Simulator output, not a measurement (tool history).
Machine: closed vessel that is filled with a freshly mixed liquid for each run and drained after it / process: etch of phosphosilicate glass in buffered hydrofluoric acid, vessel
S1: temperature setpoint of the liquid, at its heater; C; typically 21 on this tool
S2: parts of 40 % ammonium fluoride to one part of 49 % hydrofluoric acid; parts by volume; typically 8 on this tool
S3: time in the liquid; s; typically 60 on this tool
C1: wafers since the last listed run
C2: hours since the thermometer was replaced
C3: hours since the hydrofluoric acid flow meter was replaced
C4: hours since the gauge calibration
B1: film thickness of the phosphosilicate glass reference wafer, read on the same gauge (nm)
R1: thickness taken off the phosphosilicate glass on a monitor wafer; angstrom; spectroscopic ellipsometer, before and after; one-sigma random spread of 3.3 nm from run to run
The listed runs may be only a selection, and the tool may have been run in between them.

{"run": 1, "hour": 0.0, "S1": 21, "S2": 10, "S3": 60, "C1": 0, "C2": 1022.5, "C3": 401.2, "C4": 725.8, "B1": 89.96, "R1": 2817.8}
{"run": 2, "hour": 40.5, "S1": 21, "S2": 10, "S3": 60, "C1": 5065, "C2": 1063, "C3": 441.7, "C4": 766.3, "B1": 89.98, "R1": 2838}
{"run": 3, "hour": 105.0, "S1": 21, "S2": 7, "S3": 60, "C1": 8067, "C2": 1127.5, "C3": 506.2, "C4": 830.8, "B1": 90, "R1": 3968.9}
{"run": 4, "hour": 169.6, "S1": 21, "S2": 7, "S3": 60, "C1": 8079, "C2": 1192.1, "C3": 570.8, "C4": 895.4, "B1": 89.98, "R1": 3976.8}
{"run": 5, "hour": 239.9, "S1": 21, "S2": 7, "S3": 60, "C1": 8792, "C2": 1262.4, "C3": 641.1, "C4": 965.7, "B1": 89.99, "R1": 4138.1}
{"run": 6, "hour": 301.6, "S1": 24.5, "S2": 9, "S3": 60, "C1": 7717, "C2": 1324.1, "C3": 702.8, "C4": 1027.4, "B1": 89.99, "R1": 3901}
{"run": 7, "hour": 348.4, "S1": 24.5, "S2": 9, "S3": 60, "C1": 5853, "C2": 1370.9, "C3": 749.6, "C4": 1074.2, "B1": 90, "R1": 3890.4}
{"run": 8, "hour": 411.0, "S1": 17.5, "S2": 8, "S3": 35, "C1": 7829, "C2": 1433.5, "C3": 812.2, "C4": 1136.8, "B1": 89.98, "R1": 1748.4}
{"hour": 573.6, "done": "thermometer replaced"}
{"run": 9, "hour": 592.7, "S1": 17.5, "S2": 8, "S3": 35, "C1": 22601, "C2": 19.1, "C3": 993.9, "C4": 1318.5, "B1": 90.02, "R1": 1782.6}
{"run": 10, "hour": 659.6, "S1": 17.5, "S2": 8, "S3": 35, "C1": 8367, "C2": 86, "C3": 1060.8, "C4": 1385.4, "B1": 90.01, "R1": 1787.3}
{"run": 11, "hour": 703.4, "S1": 19.5, "S2": 10, "S3": 60, "C1": 5478, "C2": 129.8, "C3": 1104.6, "C4": 1429.2, "B1": 90.02, "R1": 2756}
{"hour": 726.1, "done": "hydrofluoric acid flow meter replaced"}
{"run": 12, "hour": 747.6, "S1": 17, "S2": 6.5, "S3": 50, "C1": 5403, "C2": 174, "C3": 21.5, "C4": 1473.4, "B1": 90.03, "R1": 2751.3}
{"run": 13, "hour": 801.0, "S1": 25.5, "S2": 8, "S3": 60, "C1": 6679, "C2": 227.4, "C3": 74.9, "C4": 1526.8, "B1": 90.01, "R1": 4237.1}
{"run": 14, "hour": 856.0, "S1": 24.5, "S2": 11, "S3": 60, "C1": 6879, "C2": 282.4, "C3": 129.9, "C4": 1581.8, "B1": 90, "R1": 2993}
{"run": 15, "hour": 914.8, "S1": 24.5, "S2": 10, "S3": 85, "C1": 7354, "C2": 341.2, "C3": 188.7, "C4": 1640.6, "B1": 90.01, "R1": 4716.5}
{"run": 16, "hour": 942.6, "S1": 25.5, "S2": 10.5, "S3": 60, "C1": 3477, "C2": 369, "C3": 216.5, "C4": 1668.4, "B1": 90.01, "R1": 3443.6}
{"hour": 950.7, "done": "gauge calibrated"}
{"run": 17, "hour": 1001.2, "S1": 25, "S2": 8, "S3": 60, "C1": 7329, "C2": 427.6, "C3": 275.1, "C4": 50.5, "B1": 89.97, "R1": 4266.6}
{"run": 18, "hour": 1052.1, "S1": 17, "S2": 6.5, "S3": 75, "C1": 6366, "C2": 478.5, "C3": 326, "C4": 101.4, "B1": 89.95, "R1": 4171}
{"run": 19, "hour": 1092.6, "S1": 21, "S2": 8, "S3": 60, "C1": 5065, "C2": 519, "C3": 366.5, "C4": 141.9, "B1": 90.05, "R1": 3514.5}
{"run": 20, "hour": 1118.0, "S1": 21, "S2": 8, "S3": 60, "C1": 3176, "C2": 544.4, "C3": 391.9, "C4": 167.3, "B1": 89.96, "R1": 3514}
{"run": 21, "hour": 1184.8, "S1": 17, "S2": 10, "S3": 30, "C1": 8355, "C2": 611.2, "C3": 458.7, "C4": 234.1, "B1": 90, "R1": 1132.9}
{"run": 22, "hour": 1218.9, "S1": 21, "S2": 8, "S3": 60, "C1": 4265, "C2": 645.3, "C3": 492.8, "C4": 268.2, "B1": 89.98, "R1": 3557.2}
{"run": 23, "hour": 1285.0, "S1": 17, "S2": 6.5, "S3": 75, "C1": 8267, "C2": 711.4, "C3": 558.9, "C4": 334.3, "B1": 89.97, "R1": 4245.1}

5 options for the next run, each taken on its own from the tool as it stands now. Forecast them:
{"run": "A", "hour": 1285.7, "S1": 19, "S2": 8, "S3": 60, "C1": 87, "C2": 712.1, "C3": 559.6, "C4": 335, "B1": "?", "R1": "?"}
{"run": "B", "hour": 1285.7, "S1": 17, "S2": 8, "S3": 75, "C1": 87, "C2": 712.1, "C3": 559.6, "C4": 335, "B1": "?", "R1": "?"}
{"run": "C", "hour": 1285.7, "S1": 21, "S2": 6, "S3": 60, "C1": 87, "C2": 712.1, "C3": 559.6, "C4": 335, "B1": "?", "R1": "?"}
{"run": "D", "hour": 1285.7, "S1": 26, "S2": 10.5, "S3": 80, "C1": 87, "C2": 712.1, "C3": 559.6, "C4": 335, "B1": "?", "R1": "?"}
{"run": "E", "hour": 1285.7, "S1": 17, "S2": 9, "S3": 80, "C1": 87, "C2": 712.1, "C3": 559.6, "C4": 335, "B1": "?", "R1": "?"}

run=A B1=89.99 R1=3117.1
run=B B1=89.99 R1=3478.7
run=C B1=89.99 R1=4541.7
run=D B1=89.99 R1=4753.7
run=E B1=89.99 R1=3266.2
Without the tool's hidden state the same runs would have given:
run=A R1=2927.7
run=B R1=3267.3
run=C R1=4323.7
run=D R1=4507.4
run=E R1=3066.7

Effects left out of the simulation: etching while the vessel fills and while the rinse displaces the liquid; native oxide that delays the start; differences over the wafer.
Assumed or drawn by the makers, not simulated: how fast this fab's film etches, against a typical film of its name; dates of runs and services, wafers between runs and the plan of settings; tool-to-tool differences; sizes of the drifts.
